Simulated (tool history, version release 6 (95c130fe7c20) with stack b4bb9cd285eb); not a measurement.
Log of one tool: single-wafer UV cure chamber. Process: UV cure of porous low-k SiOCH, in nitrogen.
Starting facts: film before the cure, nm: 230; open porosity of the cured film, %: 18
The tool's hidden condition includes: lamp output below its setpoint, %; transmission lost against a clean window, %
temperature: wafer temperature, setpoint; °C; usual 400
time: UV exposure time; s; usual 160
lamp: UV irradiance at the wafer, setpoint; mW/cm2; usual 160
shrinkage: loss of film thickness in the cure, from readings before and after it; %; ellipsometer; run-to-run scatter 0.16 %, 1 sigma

| run | day | temperature | time | lamp | wafers since the last listed run | hours since the UV bulbs were replaced | wafers since the quartz window was cleaned | shrinkage |
|---|---|---|---|---|---|---|---|---|
| 1 | 0.000 | 400 | 160 | 160 | 0 | 1437.1 | 1970 | 11.135 |
| 2 | 0.733 | 400 | 160 | 160 | 74 | 1454.7 | 2044 | 10.942 |
| 3 | 1.992 | 400 | 160 | 160 | 127 | 1484.9 | 2171 | 10.867 |
| 4 | 2.988 | 400 | 160 | 160 | 100 | 1508.8 | 2272 | 10.464 |
|  | 3.879 | quartz window cleaned |
| 5 | 3.900 | 400 | 160 | 160 | 58 | 1530.7 | 2 | 11.779 |
| 6 | 4.558 | 400 | 160 | 160 | 66 | 1546.5 | 68 | 11.995 |
| 7 | 5.817 | 400 | 160 | 160 | 127 | 1576.7 | 196 | 12.162 |
| 8 | 7.029 | 400 | 160 | 160 | 122 | 1605.8 | 318 | 11.462 |
| 9 | 8.054 | 400 | 160 | 160 | 103 | 1630.4 | 422 | 11.974 |
| 10 | 8.583 | 400 | 160 | 160 | 53 | 1643.1 | 476 | 11.621 |
| 11 | 9.438 | 400 | 160 | 138 | 86 | 1663.6 | 562 | 11.299 |
| 12 | 10.246 | 400 | 160 | 160 | 81 | 1683.0 | 644 | 11.674 |
| 13 | 11.017 | 400 | 160 | 160 | 78 | 1701.5 | 722 | 11.995 |
| 14 | 12.379 | 408 | 105 | 160 | 137 | 1734.2 | 860 | 10.187 |
| 15 | 15.600 | 408 | 105 | 160 | 325 | 1811.5 | 1186 | 10.078 |
| 16 | 16.212 | 408 | 105 | 160 | 61 | 1826.2 | 1248 | 9.911 |
| 17 | 17.208 | 400 | 85 | 160 | 100 | 1850.1 | 1348 | 8.825 |
| 18 | 18.312 | 400 | 160 | 160 | 111 | 1876.6 | 1460 | 11.498 |
| 19 | 19.200 | 415 | 125 | 128 | 89 | 1897.9 | 1550 | 9.736 |
| 20 | 20.042 | 400 | 160 | 160 | 85 | 1918.1 | 1635 | 11.570 |
| 21 | 20.742 | 395 | 190 | 140 | 70 | 1934.9 | 1706 | 11.428 |
| 22 | 21.358 | 400 | 160 | 147 | 62 | 1949.7 | 1768 | 10.942 |
| 23 | 22.479 | 400 | 160 | 160 | 113 | 1976.6 | 1882 | 11.029 |
|  | 23.025 | quartz window cleaned |
| 24 | 23.850 | 408 | 225 | 195 | 105 | 2009.5 | 83 | 14.539 |
|  | 25.412 | UV bulbs replaced |
| 25 | 27.200 | 391 | 160 | 160 | 305 | 42.9 | 388 | 11.818 |
| 26 | 27.892 | 391 | 205 | 171 | 70 | 59.5 | 458 | 13.317 |
| 27 | 29.112 | 386 | 160 | 160 | 123 | 88.8 | 582 | 11.708 |
| 28 | 30.121 | 400 | 90 | 130 | 102 | 113.0 | 684 | 8.430 |
| 29 | 30.946 | 400 | 160 | 160 | 83 | 132.8 | 768 | 11.527 |
| 30 | 32.108 | 400 | 160 | 160 | 117 | 160.7 | 885 | 11.664 |
| 31 | 33.046 | 406 | 110 | 160 | 94 | 183.2 | 980 | 10.220 |
| 32 | 33.550 | 400 | 160 | 160 | 51 | 195.3 | 1031 | 11.705 |

4 ways to go on from here, each from the tool as it stands after run 32. What would each give?
| A | 33.571 | 400 | 160 | 160 | 2 | 195.8 | 1033 | ? |
| B | 33.571 | 394 | 245 | 183 | 2 | 195.8 | 1033 | ? |
| C | 33.571 | 400 | 115 | 127 | 2 | 195.8 | 1033 | ? |
| D | 33.571 | 400 | 160 | 194 | 2 | 195.8 | 1033 | ? |

| run | shrinkage |
|---|---|
| A | 11.715 |
| B | 14.158 |
| C | 9.303 |
| D | 12.580 |
The same runs, with their run-to-run variation unchanged, on a tool lacking any hidden condition would have given:
| run | shrinkage |
|---|---|
| A | 11.948 |
| B | 14.401 |
| C | 9.521 |
| D | 12.817 |
